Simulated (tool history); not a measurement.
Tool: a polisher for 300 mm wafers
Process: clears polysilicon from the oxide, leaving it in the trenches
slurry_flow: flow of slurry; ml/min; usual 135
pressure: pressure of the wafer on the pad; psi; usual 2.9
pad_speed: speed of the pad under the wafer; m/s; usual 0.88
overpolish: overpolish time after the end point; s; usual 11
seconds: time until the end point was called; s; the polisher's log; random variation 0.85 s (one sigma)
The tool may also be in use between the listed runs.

run	hour	slurry_flow	pressure	pad_speed	overpolish	incoming thickness of the incoming film, nm	seconds
1	0.0	135	2.9	0.88	11	783.9	66.0
# hour 10.9: head pressure recalibrated
2	60.1	135	2.9	0.88	11	783.5	72.5
3	126.0	160	2.9	0.88	11	775.9	67.5
# hour 169.7: worn pad replaced by a new one
4	187.7	135	3.2	0.88	11	773.2	63.1
# hour 243.1: slurry nozzle cleaned
5	265.3	135	3.2	0.88	11	785.0	59.7
6	331.9	135	3.2	0.88	11	771.5	59.2
7	418.4	135	2.9	0.88	11	770.3	67.9
8	477.4	135	2.9	0.88	11	789.8	68.6
# hour 571.8: worn pad replaced by a new one
9	572.3	135	2.9	0.88	11	776.2	66.7
# hour 626.9: slurry nozzle cleaned
10	627.5	135	2.9	0.88	11	780.1	64.1
11	709.1	135	2.9	0.88	11	780.4	65.5
12	790.9	135	2.9	0.88	11	785.9	66.4
13	865.0	135	2.9	0.88	11	774.4	65.9
14	959.4	135	2.5	0.88	7	792.5	79.7
15	1019.1	150	3.9	1.06	8	767.5	40.1
# hour 1025.7: slurry nozzle cleaned
# hour 1026.0: worn pad replaced by a new one
16	1111.9	135	2.9	1.02	9	781.1	54.5
# hour 1159.8: head pressure recalibrated
17	1211.4	135	2.9	0.88	11	771.3	72.2
18	1300.8	135	2.6	0.74	8	787.4	97.4
19	1354.7	135	2.9	0.88	11	770.6	70.7
20	1437.3	155	2.9	0.88	11	779.5	68.1
# hour 1478.4: worn pad replaced by a new one
# hour 1478.7: slurry nozzle cleaned
21	1534.0	135	3.2	0.88	11	769.0	59.1
22	1574.6	155	2.9	0.74	5	795.2	80.9
23	1671.5	135	2.2	0.74	7	780.9	105.1
24	1740.6	105	3.5	0.88	11	788.9	60.8
25	1785.4	125	3.6	0.96	4	788.4	50.2
26	1893.4	135	2.4	1.08	8	795.4	69.3
# hour 1897.1: slurry nozzle cleaned
# hour 1927.8: worn pad replaced by a new one
27	1991.0	135	2.9	1.02	9	772.8	55.4

Forecast each of these 4 alternatives for the next run:
A	1991.4	135	2.9	0.88	11	775.8	?
B	1991.4	100	3.8	1.12	7	775.8	?
C	1991.4	160	2.9	0.80	11	775.8	?
D	1991.4	150	2.9	1.06	11	775.8	?

run	seconds
A	65.0
B	40.8
C	69.7
D	53.1
Without the tool's hidden state the same runs would have given:
run	seconds
A	71.0
B	44.3
C	76.5
D	58.2
